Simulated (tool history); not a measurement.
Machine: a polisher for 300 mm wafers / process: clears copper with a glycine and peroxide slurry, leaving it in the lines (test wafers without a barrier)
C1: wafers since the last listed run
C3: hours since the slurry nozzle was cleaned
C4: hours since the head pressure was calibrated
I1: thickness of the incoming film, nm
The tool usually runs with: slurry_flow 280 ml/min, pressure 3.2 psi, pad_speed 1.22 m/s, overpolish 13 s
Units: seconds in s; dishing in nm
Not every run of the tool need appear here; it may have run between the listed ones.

Run 1, hour 0: usual settings; C1 0; wafers polished on this pad 6009; C3 49.4; C4 698.7; I1 896.1. Result: seconds 133.5 s, dishing 26.5 nm.
At hour 66.8: worn pad replaced by a new one.
Run 2, hour 94.5: usual settings; C1 741; wafers polished on this pad 226; C3 143.9; C4 793.2; I1 906.8. Result: seconds 134 s, dishing 26.6 nm.
At hour 141.1: head pressure recalibrated.
Run 3, hour 172.7: usual settings; C1 624; wafers polished on this pad 851; C3 222.1; C4 31.6; I1 905.3. Result: seconds 124.4 s, dishing 26.8 nm.
Run 4, hour 212.9: usual settings; C1 329; wafers polished on this pad 1180; C3 262.3; C4 71.8; I1 909. Result: seconds 126.3 s, dishing 26.9 nm.
Run 5, hour 303.7: usual settings; C1 743; wafers polished on this pad 1924; C3 353.1; C4 162.6; I1 907.1. Result: seconds 126.9 s, dishing 27 nm.
Run 6, hour 392.9: usual settings; C1 730; wafers polished on this pad 2655; C3 442.3; C4 251.8; I1 886.5. Result: seconds 127.7 s, dishing 27.2 nm.
Run 7, hour 477.7: usual settings; C1 694; wafers polished on this pad 3350; C3 527.1; C4 336.6; I1 889.2. Result: seconds 127.9 s, dishing 26.8 nm.
Run 8, hour 542.7: usual settings; C1 532; wafers polished on this pad 3882; C3 592.1; C4 401.6; I1 892.1. Result: seconds 128.5 s, dishing 26.4 nm.
Run 9, hour 643.5: usual settings; C1 825; wafers polished on this pad 4708; C3 692.9; C4 502.4; I1 889.4. Result: seconds 129 s, dishing 26.8 nm.
Run 10, hour 727: usual settings; C1 684; wafers polished on this pad 5392; C3 776.4; C4 585.9; I1 896.5. Result: seconds 132.3 s, dishing 26.8 nm.
Run 11, hour 814.1: usual settings but slurry_flow 200 ml/min, pressure 4 psi, pad_speed 0.92 m/s, overpolish 16 s; C1 713; wafers polished on this pad 6106; C3 863.5; C4 673; I1 899.7. Result: seconds 151.7 s, dishing 28 nm.
At hour 824.7: head pressure recalibrated.
At hour 857.2: slurry nozzle cleaned.
Run 12, hour 912.3: usual settings but slurry_flow 345 ml/min, pad_speed 1.48 m/s, overpolish 16 s; C1 780; wafers polished on this pad 6886; C3 55.1; C4 87.6; I1 890.9. Result: seconds 102.8 s, dishing 27.6 nm.
At hour 949.1: worn pad replaced by a new one.
Run 13, hour 981.5: usual settings but pressure 2.9 psi; C1 534; wafers polished on this pad 265; C3 124.3; C4 156.8; I1 909.3. Result: seconds 137.9 s, dishing 27.2 nm.
Run 14, hour 1019.8: usual settings but pressure 3.8 psi, pad_speed 1.56 m/s, overpolish 9 s; C1 313; wafers polished on this pad 578; C3 162.6; C4 195.1; I1 911.3. Result: seconds 92.9 s, dishing 25.7 nm.
Run 15, hour 1098.7: usual settings but slurry_flow 345 ml/min, pressure 4 psi, overpolish 19 s; C1 646; wafers polished on this pad 1225; C3 241.5; C4 274; I1 899.9. Result: seconds 109.5 s, dishing 27.8 nm.
Run 16, hour 1192: usual settings but slurry_flow 210 ml/min, pressure 3.9 psi, pad_speed 1.04 m/s, overpolish 10 s; C1 764; wafers polished on this pad 1989; C3 334.8; C4 367.3; I1 897.7. Result: seconds 132.7 s, dishing 25.5 nm.
Run 17, hour 1392.5: usual settings but overpolish 10 s; C1 1642; wafers polished on this pad 3632; C3 535.3; C4 567.8; I1 889.8. Result: seconds 128.3 s, dishing 25.2 nm.
Run 18, hour 1448: usual settings; C1 454; wafers polished on this pad 4087; C3 590.8; C4 623.3; I1 897.2. Result: seconds 130.5 s, dishing 27 nm.
Run 19, hour 1522.9: usual settings but slurry_flow 205 ml/min, pad_speed 1.54 m/s; C1 613; wafers polished on this pad 4701; C3 665.7; C4 698.2; I1 901.3. Result: seconds 108.8 s, dishing 27.7 nm.
Run 20, hour 1596.3: usual settings; C1 601; wafers polished on this pad 5302; C3 739.1; C4 771.6; I1 905. Result: seconds 131.3 s, dishing 26.9 nm.
At hour 1659.5: worn pad replaced by a new one.
Run 21, hour 1660: usual settings but pressure 2.2 psi; C1 489; wafers polished on this pad 4; C3 802.8; C4 835.3; I1 913.2. Result: seconds 159.8 s, dishing 26.3 nm.
At hour 1676.4: slurry nozzle cleaned.
At hour 1687.5: head pressure recalibrated.
Run 22, hour 1710.6: usual settings but slurry_flow 190 ml/min, pressure 3.7 psi, pad_speed 1.62 m/s, overpolish 19 s; C1 390; wafers polished on this pad 394; C3 34.2; C4 23.1; I1 904.8. Result: seconds 92.5 s, dishing 27.6 nm.
Run 23, hour 1746.7: usual settings but pad_speed 1.36 m/s, overpolish 7 s; C1 295; wafers polished on this pad 689; C3 70.3; C4 59.2; I1 912.9. Result: seconds 117.9 s, dishing 23 nm.
Run 24, hour 1808.5: usual settings but slurry_flow 355 ml/min; C1 506; wafers polished on this pad 1196; C3 132.1; C4 121; I1 906.4. Result: seconds 125.6 s, dishing 26.7 nm.
Run 25, hour 1905.1: usual settings but pressure 3.7 psi, pad_speed 0.92 m/s; C1 791; wafers polished on this pad 1987; C3 228.7; C4 217.6; I1 901.8. Result: seconds 153.7 s, dishing 26.5 nm.
Run 26, hour 2002.9: usual settings; C1 801; wafers polished on this pad 2789; C3 326.5; C4 315.4; I1 900. Result: seconds 130.6 s, dishing 27.2 nm.
Run 27, hour 2041.9: usual settings; C1 319; wafers polished on this pad 3108; C3 365.5; C4 354.4; I1 902.8. Result: seconds 129.8 s, dishing 26.6 nm.
Run 28, hour 2121.5: usual settings but slurry_flow 245 ml/min, pressure 2.9 psi; C1 652; wafers polished on this pad 3761; C3 445.1; C4 434; I1 900.6. Result: seconds 140.6 s, dishing 26.9 nm.
Run 29, hour 2198.5: usual settings but slurry_flow 200 ml/min, pressure 2.3 psi, pad_speed 1.46 m/s, overpolish 19 s; C1 630; wafers polished on this pad 4391; C3 522.1; C4 511; I1 901.7. Result: seconds 141 s, dishing 27.9 nm.
Run 30, hour 2251.6: usual settings but pressure 3.6 psi, pad_speed 1.1 m/s; C1 435; wafers polished on this pad 4827; C3 575.2; C4 564.1; I1 898.8. Result: seconds 132.8 s, dishing 27.1 nm.
Run 31, hour 2333.7: usual settings but pressure 2.4 psi, pad_speed 1 m/s; C1 672; wafers polished on this pad 5499; C3 657.3; C4 646.2; I1 891. Result: seconds 180.4 s, dishing 25.5 nm.
At hour 2367.3: worn pad replaced by a new one.
Run 32, hour 2385.3: usual settings but slurry_flow 340 ml/min, pressure 4 psi, pad_speed 1.4 m/s; C1 390; wafers polished on this pad 147; C3 708.9; C4 697.8; I1 897.5. Result: seconds 100.9 s, dishing 27.6 nm.
Run 33, hour 2484.3: usual settings; C1 811; wafers polished on this pad 958; C3 807.9; C4 796.8; I1 905.8. Result: seconds 133.9 s, dishing 26.6 nm.
At hour 2538.3: head pressure recalibrated.
At hour 2583.4: slurry nozzle cleaned.
Run 34, hour 2612.7: usual settings but slurry_flow 310 ml/min; C1 1027; wafers polished on this pad 1985; C3 29.3; C4 74.4; I1 917.2. Result: seconds 126.2 s, dishing 27.3 nm.

Here are 4 independent what-if runs from the current tool condition. What would each one return?
Run A, hour 2613.2: usual settings; C1 4; wafers polished on this pad 1990; C3 29.8; C4 74.9; I1 911.6. Result: seconds ?, dishing ?.
Run B, hour 2613.2: usual settings but pressure 2.9 psi, pad_speed 0.82 m/s; C1 4; wafers polished on this pad 1990; C3 29.8; C4 74.9; I1 911.6. Result: seconds ?, dishing ?.
Run C, hour 2613.2: usual settings but pad_speed 1.48 m/s; C1 4; wafers polished on this pad 1990; C3 29.8; C4 74.9; I1 911.6. Result: seconds ?, dishing ?.
Run D, hour 2613.2: usual settings but pressure 2.2 psi, pad_speed 1.56 m/s; C1 4; wafers polished on this pad 1990; C3 29.8; C4 74.9; I1 911.6. Result: seconds ?, dishing ?.

run  seconds  dishing
  A    125.2     26.9
  B    184.7     25.4
  C    105.7     27.1
  D    125.2     26.6
What these runs would have given with no unlogged condition in the tool:
run  seconds  dishing
  A    123.9     26.9
  B    182.9     25.4
  C    104.5     27.1
  D    123.9     26.6
